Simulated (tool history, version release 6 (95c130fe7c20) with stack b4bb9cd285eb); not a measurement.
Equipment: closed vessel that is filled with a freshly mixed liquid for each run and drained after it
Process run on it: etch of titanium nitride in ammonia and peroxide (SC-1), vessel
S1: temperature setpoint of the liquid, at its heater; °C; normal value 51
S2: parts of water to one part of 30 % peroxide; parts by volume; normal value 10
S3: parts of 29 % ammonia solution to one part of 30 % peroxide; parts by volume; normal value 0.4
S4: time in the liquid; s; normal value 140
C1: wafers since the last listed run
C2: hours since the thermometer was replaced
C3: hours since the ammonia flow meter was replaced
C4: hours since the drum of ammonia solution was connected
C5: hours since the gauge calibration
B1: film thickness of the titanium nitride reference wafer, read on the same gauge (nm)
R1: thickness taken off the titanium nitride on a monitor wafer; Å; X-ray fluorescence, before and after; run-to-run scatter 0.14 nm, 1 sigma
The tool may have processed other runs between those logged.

| run | day | S1 | S2 | S3 | S4 | C1 | C2 | C3 | C4 | C5 | B1 | R1 |
|---|---|---|---|---|---|---|---|---|---|---|---|---|
| 1 | 0 | 51 | 10 | 0.4 | 140 | 0 | 1937.6 | 983.6 | 415.2 | 1453.8 | 130.01 | 137.6 |
|  | 1.471 | ammonia flow meter replaced |
| 2 | 2.867 | 51 | 10 | 0.4 | 140 | 7927 | 2006.4 | 33.5 | 484 | 1522.6 | 130 | 137.6 |
| 3 | 6.362 | 51 | 10 | 0.4 | 140 | 9810 | 2090.3 | 117.4 | 567.9 | 1606.5 | 130.02 | 137.7 |
|  | 7.4 | new drum of ammonia solution connected |
| 4 | 9.767 | 51 | 10 | 0.4 | 140 | 9436 | 2172 | 199.1 | 56.8 | 1688.2 | 130.04 | 138.2 |
| 5 | 11.625 | 51 | 10 | 0.4 | 140 | 5215 | 2216.6 | 243.7 | 101.4 | 1732.8 | 130 | 137.1 |
| 6 | 14.371 | 51 | 13 | 0.4 | 115 | 7705 | 2282.5 | 309.6 | 167.3 | 1798.7 | 130.04 | 100.4 |
|  | 16.762 | gauge calibrated |
| 7 | 17.783 | 51 | 10 | 0.4 | 140 | 9576 | 2364.4 | 391.5 | 249.2 | 24.5 | 130.02 | 136.1 |
| 8 | 20.633 | 51 | 10 | 0.4 | 140 | 7997 | 2432.8 | 459.9 | 317.6 | 92.9 | 130 | 136.1 |
| 9 | 22.854 | 51 | 10 | 0.4 | 140 | 6232 | 2486.1 | 513.2 | 370.9 | 146.2 | 130.02 | 136.7 |
| 10 | 24.412 | 51 | 10 | 0.4 | 140 | 4373 | 2523.5 | 550.6 | 408.3 | 183.6 | 130.02 | 138 |
| 11 | 28.883 | 55.5 | 10 | 0.4 | 225 | 12546 | 2630.8 | 657.9 | 515.6 | 290.9 | 130.03 | 297.8 |
|  | 29.962 | thermometer replaced |
| 12 | 31.142 | 55 | 14.5 | 0.2 | 65 | 6220 | 28.3 | 712.1 | 569.8 | 345.1 | 129.97 | 63 |
|  | 33.867 | new drum of ammonia solution connected |
| 13 | 35.508 | 46.5 | 5.5 | 0.4 | 140 | 12137 | 133.1 | 816.9 | 39.4 | 449.9 | 129.99 | 141.8 |
| 14 | 39.525 | 51 | 10 | 0.4 | 140 | 11271 | 229.5 | 913.3 | 135.8 | 546.3 | 130.06 | 145 |
| 15 | 42.183 | 51 | 11.5 | 0.45 | 220 | 7460 | 293.3 | 977.1 | 199.6 | 610.1 | 130 | 212.1 |
| 16 | 46.354 | 51 | 10 | 0.4 | 140 | 11704 | 393.4 | 1077.2 | 299.7 | 710.2 | 130.01 | 142.8 |
|  | 46.521 | ammonia flow meter replaced |
| 17 | 48.938 | 47.5 | 10 | 0.4 | 140 | 7132 | 455.4 | 58 | 361.7 | 772.2 | 129.99 | 111.7 |
| 18 | 51.667 | 51 | 10 | 0.4 | 140 | 7658 | 520.9 | 123.5 | 427.2 | 837.7 | 129.96 | 144.8 |
| 19 | 60.833 | 59.5 | 12 | 0.2 | 140 | 25724 | 740.9 | 343.5 | 647.2 | 1057.7 | 130.03 | 197.3 |
|  | 61.1 | new drum of ammonia solution connected |
| 20 | 62.604 | 51 | 10 | 0.55 | 140 | 4852 | 783.4 | 386 | 36.1 | 1100.2 | 130.01 | 150.7 |
| 21 | 68.346 | 51 | 10 | 0.4 | 140 | 16112 | 921.2 | 523.8 | 173.9 | 1238 | 129.99 | 138.7 |
| 22 | 72.5 | 60 | 6 | 0.4 | 60 | 11657 | 1020.9 | 623.5 | 273.6 | 1337.7 | 130.03 | 145.7 |
| 23 | 76.758 | 46.5 | 5 | 0.4 | 65 | 11950 | 1123.1 | 725.7 | 375.8 | 1439.9 | 129.96 | 67.6 |
| 24 | 79.388 | 51 | 10 | 0.4 | 140 | 7378 | 1186.2 | 788.8 | 438.9 | 1503 | 130.01 | 139.8 |
| 25 | 83.783 | 59 | 7.5 | 0.35 | 140 | 12335 | 1291.7 | 894.3 | 544.4 | 1608.5 | 129.98 | 270.6 |
|  | 88.562 | new drum of ammonia solution connected |
|  | 91.429 | ammonia flow meter replaced |
|  | 93.279 | gauge calibrated |
| 26 | 93.688 | 47 | 10 | 0.55 | 140 | 27560 | 1529.4 | 54.2 | 123 | 9.8 | 129.98 | 110.3 |
| 27 | 98 | 46.5 | 10 | 0.55 | 140 | 12102 | 1632.9 | 157.7 | 226.5 | 113.3 | 130.01 | 107.7 |
| 28 | 100.333 | 51 | 10 | 0.4 | 195 | 6548 | 1688.9 | 213.7 | 282.5 | 169.3 | 129.98 | 193.4 |

Each row is a separate what-if for the run after 28, all from the same tool condition, not one after another. Results?
| A | 100.362 | 51 | 10 | 0.4 | 140 | 81 | 1689.6 | 214.4 | 283.2 | 170 | ? | ? |
| B | 100.362 | 46 | 10 | 0.55 | 195 | 81 | 1689.6 | 214.4 | 283.2 | 170 | ? | ? |
| C | 100.362 | 51 | 10 | 0.45 | 140 | 81 | 1689.6 | 214.4 | 283.2 | 170 | ? | ? |

| run | B1 | R1 |
|---|---|---|
| A | 130.05 | 140.1 |
| B | 130.05 | 145 |
| C | 130.05 | 143.1 |
Without the tool's hidden state the same runs would have given:
| run | R1 |
|---|---|
| A | 145.8 |
| B | 151 |
| C | 148.9 |

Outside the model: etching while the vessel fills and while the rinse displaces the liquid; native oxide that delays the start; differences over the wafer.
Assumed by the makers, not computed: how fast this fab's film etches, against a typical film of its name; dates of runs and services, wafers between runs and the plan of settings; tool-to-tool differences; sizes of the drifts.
